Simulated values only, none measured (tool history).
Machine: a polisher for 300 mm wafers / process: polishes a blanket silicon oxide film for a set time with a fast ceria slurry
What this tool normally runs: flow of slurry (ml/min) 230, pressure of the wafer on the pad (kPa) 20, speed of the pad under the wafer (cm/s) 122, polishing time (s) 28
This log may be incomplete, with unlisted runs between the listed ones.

run,hour,flow of slurry (ml/min),pressure of the wafer on the pad (kPa),speed of the pad under the wafer (cm/s),polishing time (s),"incoming thickness of the incoming film, nm",film removed (Å)
1,0,230,20,106,28,1589.4,4550
2,15.1,260,20,122,28,1601.2,5419
3,120.9,260,20,122,28,1593.2,5434
4,144.7,230,20,122,28,1608.7,5416
# hour 161.3: worn pad replaced by a new one
5,167.2,230,20,122,28,1570.9,5444
6,189.6,230,20,106,32,1585.4,5419
7,213.6,230,20,122,20,1610.2,3866
8,249.5,230,20,122,20,1601.4,3954
9,269.2,230,20,122,20,1591,3907
10,284.3,230,15.2,146,28,1598.5,5280
11,341.1,230,15.2,146,28,1589,5389
12,402,230,20,122,24,1583.4,4760
# hour 427.8: head pressure recalibrated
# hour 436.6: worn pad replaced by a new one
13,437.1,230,20,122,24,1597.8,4410
14,454.3,230,20,122,24,1601.2,4337
# hour 475.1: slurry nozzle cleaned
15,488.5,230,20,122,28,1572.7,5031
16,517,195,20,98,22,1601.5,3247
17,543.3,210,22.1,122,28,1613.4,5485
18,570.9,200,15.9,122,28,1568.6,4107
19,603.1,260,24.8,100,28,1591,5202
20,615.7,230,17.2,122,36,1586.5,5922
21,629.3,190,20,92,24,1603.5,3283
22,642.6,255,20,94,28,1612.1,3927
23,659.8,230,23.4,160,28,1600.8,7684
# hour 681: worn pad replaced by a new one
24,682.1,230,20,122,28,1590.3,5217
25,698.1,165,25.5,136,28,1580.4,6793
26,720.1,230,20,122,28,1626.2,5043
27,749.9,230,17.2,122,28,1607.9,4494
28,779.3,230,20,146,28,1572.8,6181
29,799,230,20,122,28,1611.9,5283
30,811.2,270,20,122,28,1571,5205
31,824.7,230,20,152,28,1596.7,6517
32,844.3,230,20,122,28,1601.6,5134
33,878.8,230,20,96,20,1607.7,2940
34,893.9,280,20,140,24,1600.4,5226
35,907.4,170,15.9,142,35,1612.7,5982
36,925.3,165,17.2,154,32,1610.7,6290
# hour 952.9: worn pad replaced by a new one
37,959.5,310,26.2,162,38,1614.9,11843

Hidden state or all else? Some run-to-run changes of film removed (Å), split into what the settings, what came in and random variation would give without the hidden state, and what is left for the hidden state (with any gauge scatter that isn't in both results):
Hidden state at play: removal rate lost through wear of the pad, %; slurry flow missing at the pad, %; deviation of the head's pressure from its setpoint, %.
Run 9 -> 10: pressure of the wafer on the pad (kPa) 20 -> 15.2, speed of the pad under the wafer (cm/s) 122 -> 146, polishing time (s) 20 -> 28. film removed (Å) +1373: hidden state +100, all else +1273.
Run 12 -> 13: head pressure recalibrated, worn pad replaced by a new one. film removed (Å) -350: hidden state -377, all else +27.
Run 20 -> 21: flow of slurry (ml/min) 230 -> 190, pressure of the wafer on the pad (kPa) 17.2 -> 20, speed of the pad under the wafer (cm/s) 122 -> 92, polishing time (s) 36 -> 24. film removed (Å) -2639: hidden state -12, all else -2627.
Run 22 -> 23: flow of slurry (ml/min) 255 -> 230, pressure of the wafer on the pad (kPa) 20 -> 23.4, speed of the pad under the wafer (cm/s) 94 -> 160. film removed (Å) +3757: hidden state +24, all else +3733.
Run 36 -> 37: flow of slurry (ml/min) 165 -> 310, pressure of the wafer on the pad (kPa) 17.2 -> 26.2, speed of the pad under the wafer (cm/s) 154 -> 162, polishing time (s) 32 -> 38, worn pad replaced by a new one. film removed (Å) +5553: hidden state +118, all else +5435.
